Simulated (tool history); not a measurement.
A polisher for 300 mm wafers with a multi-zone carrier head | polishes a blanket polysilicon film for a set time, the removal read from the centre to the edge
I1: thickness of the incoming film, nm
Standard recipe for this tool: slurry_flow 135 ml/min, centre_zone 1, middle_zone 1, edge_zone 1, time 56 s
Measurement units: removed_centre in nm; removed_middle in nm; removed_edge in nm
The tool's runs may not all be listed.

run 1 day=0 | slurry_flow=135 centre_zone=1 middle_zone=0.95 edge_zone=1.04 time=56 | I1=1712.4 | removed_centre=705.5 removed_middle=684.9 removed_edge=723.4
run 2 day=1.583 | slurry_flow=135 centre_zone=1 middle_zone=0.95 edge_zone=1.04 time=56 | I1=1710 | removed_centre=682.5 removed_middle=677.5 removed_edge=726.9
run 3 day=2.038 | slurry_flow=135 centre_zone=1 middle_zone=0.95 edge_zone=1.04 time=56 | I1=1749.8 | removed_centre=695.5 removed_middle=670.7 removed_edge=724
-- day=2.433 worn pad replaced by a new one
run 4 day=2.446 | slurry_flow=135 centre_zone=1 middle_zone=1 edge_zone=1 time=56 | I1=1699.3 | removed_centre=699.8 removed_middle=691.8 removed_edge=698.1
run 5 day=2.779 | slurry_flow=135 centre_zone=1 middle_zone=1 edge_zone=1 time=56 | I1=1694 | removed_centre=672.4 removed_middle=688.5 removed_edge=705.6
run 6 day=3.104 | slurry_flow=135 centre_zone=1 middle_zone=1 edge_zone=1 time=56 | I1=1711.7 | removed_centre=672.6 removed_middle=685.3 removed_edge=693.9
-- day=3.204 slurry nozzle cleaned
run 7 day=3.742 | slurry_flow=135 centre_zone=1 middle_zone=1 edge_zone=1 time=56 | I1=1711 | removed_centre=737.8 removed_middle=748.5 removed_edge=738.5
run 8 day=4.229 | slurry_flow=135 centre_zone=1 middle_zone=1 edge_zone=1 time=56 | I1=1741.1 | removed_centre=748.6 removed_middle=737.3 removed_edge=730.1
run 9 day=4.712 | slurry_flow=135 centre_zone=1.1 middle_zone=1.08 edge_zone=1.05 time=51 | I1=1724.9 | removed_centre=734.5 removed_middle=718.5 removed_edge=674.5
run 10 day=5.246 | slurry_flow=135 centre_zone=1 middle_zone=0.95 edge_zone=1.04 time=56 | I1=1722.9 | removed_centre=741.2 removed_middle=711.7 removed_edge=738.5
run 11 day=5.562 | slurry_flow=135 centre_zone=1 middle_zone=0.89 edge_zone=1 time=41 | I1=1734.6 | removed_centre=538 removed_middle=491.8 removed_edge=546
run 12 day=6.142 | slurry_flow=135 centre_zone=1 middle_zone=1 edge_zone=1 time=45 | I1=1756.3 | removed_centre=597.1 removed_middle=590.3 removed_edge=594.5
-- day=6.671 centre zone pressure recalibrated
-- day=6.733 carrier head's membrane replaced by a new one
run 13 day=7.062 | slurry_flow=135 centre_zone=1.09 middle_zone=0.94 edge_zone=1.08 time=46 | I1=1736.8 | removed_centre=654.6 removed_middle=574.2 removed_edge=629.9
run 14 day=7.533 | slurry_flow=135 centre_zone=0.94 middle_zone=1 edge_zone=1 time=45 | I1=1761.7 | removed_centre=558.8 removed_middle=603.4 removed_edge=585.1
run 15 day=8.083 | slurry_flow=135 centre_zone=1 middle_zone=1 edge_zone=1 time=56 | I1=1745.2 | removed_centre=734.1 removed_middle=732.1 removed_edge=733.1
-- day=8.404 edge zone pressure recalibrated
run 16 day=8.425 | slurry_flow=135 centre_zone=1.07 middle_zone=1 edge_zone=1 time=56 | I1=1748.7 | removed_centre=800.9 removed_middle=729.2 removed_edge=736.8
run 17 day=9.079 | slurry_flow=135 centre_zone=1 middle_zone=1 edge_zone=1.05 time=56 | I1=1714 | removed_centre=705.8 removed_middle=732.8 removed_edge=738.3
run 18 day=9.825 | slurry_flow=135 centre_zone=1 middle_zone=1 edge_zone=1 time=56 | I1=1763 | removed_centre=735.2 removed_middle=737.6 removed_edge=734.9
run 19 day=10.454 | slurry_flow=135 centre_zone=0.97 middle_zone=1.03 edge_zone=0.89 time=75 | I1=1726.3 | removed_centre=949.6 removed_middle=1016.6 removed_edge=925
run 20 day=10.729 | slurry_flow=135 centre_zone=1 middle_zone=1 edge_zone=1.07 time=56 | I1=1707.4 | removed_centre=726.6 removed_middle=727.1 removed_edge=741.7
-- day=11 worn pad replaced by a new one
run 21 day=11.338 | slurry_flow=160 centre_zone=1 middle_zone=1 edge_zone=1 time=56 | I1=1723.2 | removed_centre=759.8 removed_middle=751.4 removed_edge=737.3
run 22 day=11.708 | slurry_flow=135 centre_zone=1 middle_zone=1.06 edge_zone=1 time=56 | I1=1704.4 | removed_centre=718.6 removed_middle=762.2 removed_edge=727

What if the next run were any one of these 4? Each begins from the tool's condition after run 22:
run A day=11.725 | slurry_flow=135 centre_zone=1 middle_zone=1.09 edge_zone=1 time=56 | I1=1754 | removed_centre=? removed_middle=? removed_edge=?
run B day=11.725 | slurry_flow=135 centre_zone=1.1 middle_zone=1 edge_zone=1 time=56 | I1=1754 | removed_centre=? removed_middle=? removed_edge=?
run C day=11.725 | slurry_flow=135 centre_zone=1 middle_zone=0.95 edge_zone=1 time=56 | I1=1754 | removed_centre=? removed_middle=? removed_edge=?
run D day=11.725 | slurry_flow=105 centre_zone=1 middle_zone=1.04 edge_zone=1.08 time=56 | I1=1754 | removed_centre=? removed_middle=? removed_edge=?

run=A removed_centre=725.2 removed_middle=779.8 removed_edge=733.7
run=B removed_centre=797.8 removed_middle=724.4 removed_edge=734.6
run=C removed_centre=724.5 removed_middle=694.1 removed_edge=735.1
run=D removed_centre=675 removed_middle=703.8 removed_edge=725.9
Without the tool's unlogged condition, the same runs would have read:
run=A removed_centre=740.5 removed_middle=794.2 removed_edge=743.2
run=B removed_centre=814.6 removed_middle=737.8 removed_edge=744.1
run=C removed_centre=739.8 removed_middle=707 removed_edge=744.6
run=D removed_centre=693.1 removed_middle=720.2 removed_edge=737.3
